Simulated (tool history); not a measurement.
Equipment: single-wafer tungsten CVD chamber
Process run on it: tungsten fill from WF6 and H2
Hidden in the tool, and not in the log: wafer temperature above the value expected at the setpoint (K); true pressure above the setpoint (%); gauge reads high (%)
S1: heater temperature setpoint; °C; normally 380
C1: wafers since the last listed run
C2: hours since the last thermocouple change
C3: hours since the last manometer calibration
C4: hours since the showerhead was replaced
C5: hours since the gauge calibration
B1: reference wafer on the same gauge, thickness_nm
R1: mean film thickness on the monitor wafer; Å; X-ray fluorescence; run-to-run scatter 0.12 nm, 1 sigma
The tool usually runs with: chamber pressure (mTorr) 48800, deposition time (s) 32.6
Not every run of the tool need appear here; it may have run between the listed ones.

Run 1, day 0.000: usual settings but S1 390 °C, deposition time (s) 35.7; C1 0; C2 1182.2; C3 2190.3; C4 2693.1; C5 77.4; B1 75.372. Result: R1 979.39 Å.
Run 2, day 0.404: usual settings; C1 115; C2 1191.9; C3 2200.0; C4 2702.8; C5 87.1; B1 75.413. Result: R1 740.91 Å.
Run 3, day 1.029: usual settings; C1 178; C2 1206.9; C3 2215.0; C4 2717.8; C5 102.1; B1 75.391. Result: R1 740.82 Å.
Run 4, day 1.421: usual settings but chamber pressure (mTorr) 42000; C1 111; C2 1216.3; C3 2224.4; C4 2727.2; C5 111.5; B1 75.412. Result: R1 673.66 Å.
Run 5, day 1.788: usual settings but chamber pressure (mTorr) 42000; C1 104; C2 1225.1; C3 2233.2; C4 2736.0; C5 120.3; B1 75.404. Result: R1 671.90 Å.
Run 6, day 2.300: usual settings but S1 383 °C; C1 146; C2 1237.4; C3 2245.5; C4 2748.3; C5 132.6; B1 75.444. Result: R1 782.71 Å.
Run 7, day 2.925: usual settings but S1 371 °C; C1 178; C2 1252.4; C3 2260.5; C4 2763.3; C5 147.6; B1 75.399. Result: R1 620.04 Å.
Run 8, day 3.758: usual settings but S1 371 °C; C1 237; C2 1272.4; C3 2280.5; C4 2783.3; C5 167.6; B1 75.415. Result: R1 615.46 Å.
Run 9, day 4.108: usual settings but S1 371 °C; C1 99; C2 1280.8; C3 2288.9; C4 2791.7; C5 176.0; B1 75.362. Result: R1 617.05 Å.
Run 10, day 4.546: usual settings but S1 391 °C; C1 124; C2 1291.3; C3 2299.4; C4 2802.2; C5 186.5; B1 75.408. Result: R1 901.92 Å.
Run 11, day 5.283: usual settings but S1 391 °C; C1 210; C2 1309.0; C3 2317.1; C4 2819.9; C5 204.2; B1 75.401. Result: R1 901.22 Å.
Run 12, day 5.938: usual settings but S1 391 °C; C1 186; C2 1324.7; C3 2332.8; C4 2835.6; C5 219.9; B1 75.385. Result: R1 900.55 Å.
Run 13, day 6.388: usual settings; C1 128; C2 1335.5; C3 2343.6; C4 2846.4; C5 230.7; B1 75.400. Result: R1 731.21 Å.
Run 14, day 6.675: usual settings but S1 386 °C, chamber pressure (mTorr) 39100, deposition time (s) 36.1; C1 82; C2 1342.4; C3 2350.5; C4 2853.3; C5 237.6; B1 75.398. Result: R1 788.81 Å.
Run 15, day 6.979: usual settings; C1 86; C2 1349.7; C3 2357.8; C4 2860.6; C5 244.9; B1 75.386. Result: R1 731.20 Å.
Run 16, day 7.671: usual settings; C1 197; C2 1366.3; C3 2374.4; C4 2877.2; C5 261.5; B1 75.398. Result: R1 730.90 Å.
At day 8.054: thermocouple changed; heater temperature recalibrated.
At day 8.438: capacitance manometer re-zeroed and calibrated.
Run 17, day 8.458: usual settings but chamber pressure (mTorr) 36800, deposition time (s) 34.3; C1 34; C2 9.7; C3 0.5; C4 2896.1; C5 280.4; B1 75.366. Result: R1 708.01 Å.
At day 9.654: gauge calibrated.
At day 10.429: showerhead replaced.
Run 18, day 10.450: usual settings but S1 366 °C; C1 473; C2 57.5; C3 48.3; C4 0.5; C5 19.1; B1 75.415. Result: R1 612.31 Å.
Run 19, day 11.046: usual settings but chamber pressure (mTorr) 41600; C1 170; C2 71.8; C3 62.6; C4 14.8; C5 33.4; B1 75.402. Result: R1 728.99 Å.
Run 20, day 11.400: usual settings; C1 101; C2 80.3; C3 71.1; C4 23.3; C5 41.9; B1 75.394. Result: R1 803.98 Å.
Run 21, day 11.746: usual settings but S1 376 °C, chamber pressure (mTorr) 56600; C1 98; C2 88.6; C3 79.4; C4 31.6; C5 50.2; B1 75.392. Result: R1 810.63 Å.
Run 22, day 11.996: usual settings but chamber pressure (mTorr) 55800; C1 71; C2 94.6; C3 85.4; C4 37.6; C5 56.2; B1 75.431. Result: R1 867.51 Å.
Run 23, day 12.708: usual settings but S1 394 °C; C1 203; C2 111.7; C3 102.5; C4 54.7; C5 73.3; B1 75.375. Result: R1 1036.77 Å.
Run 24, day 12.988: usual settings but deposition time (s) 29.1; C1 79; C2 118.4; C3 109.2; C4 61.4; C5 80.0; B1 75.420. Result: R1 715.83 Å.
Run 25, day 13.525: usual settings; C1 153; C2 131.3; C3 122.1; C4 74.3; C5 92.9; B1 75.413. Result: R1 802.13 Å.

Run-by-run hidden state of the tool:
gauge reads high (%): 0 at every run
H1: wafer temperature above the value expected at the setpoint (K)
H2: true pressure above the setpoint (%)
run      H1      H2
  1   -2.53   -7.21
  2   -2.55   -7.28
  3   -2.58   -7.38
  4   -2.61   -7.44
  5   -2.63    -7.5
  6   -2.66   -7.58
  7   -2.69   -7.68
  8   -2.74   -7.81
  9   -2.76   -7.87
 10   -2.78   -7.94
 11   -2.82   -8.06
 12   -2.86   -8.17
 13   -2.88   -8.25
 14    -2.9   -8.29
 15   -2.92   -8.35
 16   -2.96   -8.46
 17  -0.368  -0.506
 18  -0.479  -0.509
 19  -0.512  -0.511
 20  -0.532  -0.513
 21  -0.552  -0.515
 22  -0.566  -0.517
 23  -0.606  -0.521
 24  -0.621  -0.523
 25  -0.651  -0.528
